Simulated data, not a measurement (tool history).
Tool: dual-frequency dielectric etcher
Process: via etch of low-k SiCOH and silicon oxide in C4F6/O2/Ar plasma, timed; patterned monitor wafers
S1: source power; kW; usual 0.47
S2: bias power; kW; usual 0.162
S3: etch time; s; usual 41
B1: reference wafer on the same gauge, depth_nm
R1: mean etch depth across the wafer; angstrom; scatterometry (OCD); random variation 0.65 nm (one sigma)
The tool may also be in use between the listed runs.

{"run": 1, "hour": 0.0, "S1": 0.47, "S2": 0.136, "S3": 41, "B1": 108, "R1": 1100}
{"run": 2, "hour": 15.6, "S1": 0.47, "S2": 0.162, "S3": 41, "B1": 107.9, "R1": 1156}
{"run": 3, "hour": 36.4, "S1": 0.47, "S2": 0.162, "S3": 33.5, "B1": 108.1, "R1": 932}
{"run": 4, "hour": 124.9, "S1": 0.47, "S2": 0.162, "S3": 33.5, "B1": 108, "R1": 932}
{"run": 5, "hour": 143.1, "S1": 0.47, "S2": 0.162, "S3": 33.5, "B1": 108, "R1": 922}
{"run": 6, "hour": 156.8, "S1": 0.47, "S2": 0.162, "S3": 41, "B1": 107.9, "R1": 1128}
{"run": 7, "hour": 191.9, "S1": 0.47, "S2": 0.162, "S3": 41, "B1": 108, "R1": 1134}
{"run": 8, "hour": 225.4, "S1": 0.47, "S2": 0.162, "S3": 41, "B1": 107.9, "R1": 1121}
{"hour": 234.2, "done": "source power generator calibrated"}
{"run": 9, "hour": 258.9, "S1": 0.47, "S2": 0.18, "S3": 41, "B1": 107.9, "R1": 1154}
{"hour": 300.6, "done": "upper electrode replaced"}
{"run": 10, "hour": 301.1, "S1": 0.47, "S2": 0.162, "S3": 41, "B1": 108, "R1": 1120}
{"run": 11, "hour": 324.2, "S1": 0.47, "S2": 0.195, "S3": 44.5, "B1": 108, "R1": 1279}
{"hour": 371.1, "done": "bias power generator calibrated"}
{"run": 12, "hour": 412.1, "S1": 0.41, "S2": 0.162, "S3": 41, "B1": 108.1, "R1": 1067}
{"hour": 417.7, "done": "gauge calibrated"}
{"run": 13, "hour": 445.9, "S1": 0.43, "S2": 0.162, "S3": 34.5, "B1": 107.9, "R1": 922}
{"run": 14, "hour": 460.7, "S1": 0.47, "S2": 0.162, "S3": 44.5, "B1": 108, "R1": 1206}
{"run": 15, "hour": 476.1, "S1": 0.5, "S2": 0.162, "S3": 32.5, "B1": 108.1, "R1": 884}
{"run": 16, "hour": 488.5, "S1": 0.51, "S2": 0.162, "S3": 41, "B1": 108, "R1": 1152}
{"run": 17, "hour": 503.3, "S1": 0.47, "S2": 0.162, "S3": 41, "B1": 107.8, "R1": 1109}
{"run": 18, "hour": 530.6, "S1": 0.41, "S2": 0.177, "S3": 51, "B1": 108, "R1": 1349}
{"hour": 576.6, "done": "wet clean of the chamber"}
{"run": 19, "hour": 577.1, "S1": 0.47, "S2": 0.162, "S3": 53, "B1": 108.2, "R1": 1458}
{"run": 20, "hour": 577.4, "S1": 0.4, "S2": 0.162, "S3": 41, "B1": 107.9, "R1": 1086}
{"run": 21, "hour": 610.4, "S1": 0.37, "S2": 0.185, "S3": 36, "B1": 108.2, "R1": 962}
{"run": 22, "hour": 626.9, "S1": 0.47, "S2": 0.162, "S3": 48, "B1": 108.1, "R1": 1326}
{"run": 23, "hour": 641.1, "S1": 0.54, "S2": 0.162, "S3": 41, "B1": 108, "R1": 1191}
{"run": 24, "hour": 668.4, "S1": 0.47, "S2": 0.162, "S3": 41, "B1": 108, "R1": 1151}
{"run": 25, "hour": 696.8, "S1": 0.52, "S2": 0.142, "S3": 45.5, "B1": 108.1, "R1": 1269}
{"run": 26, "hour": 729.3, "S1": 0.47, "S2": 0.162, "S3": 41, "B1": 108, "R1": 1141}
{"run": 27, "hour": 755.7, "S1": 0.47, "S2": 0.162, "S3": 41, "B1": 107.9, "R1": 1134}
{"run": 28, "hour": 786.8, "S1": 0.37, "S2": 0.145, "S3": 32, "B1": 108.1, "R1": 808}
{"run": 29, "hour": 821.1, "S1": 0.55, "S2": 0.162, "S3": 41, "B1": 108.1, "R1": 1190}

5 ways to go on from here, each from the tool as it stands after run 29. What would each give?
{"run": "A", "hour": 821.5, "S1": 0.47, "S2": 0.151, "S3": 41, "B1": "?", "R1": "?"}
{"run": "B", "hour": 821.5, "S1": 0.54, "S2": 0.178, "S3": 32.5, "B1": "?", "R1": "?"}
{"run": "C", "hour": 821.5, "S1": 0.37, "S2": 0.174, "S3": 29.5, "B1": "?", "R1": "?"}
{"run": "D", "hour": 821.5, "S1": 0.47, "S2": 0.132, "S3": 41, "B1": "?", "R1": "?"}
{"run": "E", "hour": 821.5, "S1": 0.47, "S2": 0.144, "S3": 41, "B1": "?", "R1": "?"}

run=A B1=108.1 R1=1112
run=B B1=108.1 R1=948
run=C B1=108.1 R1=768
run=D B1=108.1 R1=1086
run=E B1=108.1 R1=1102
Without the tool's hidden state the same runs would have given:
run=A R1=1129
run=B R1=962
run=C R1=779
run=D R1=1102
run=E R1=1119
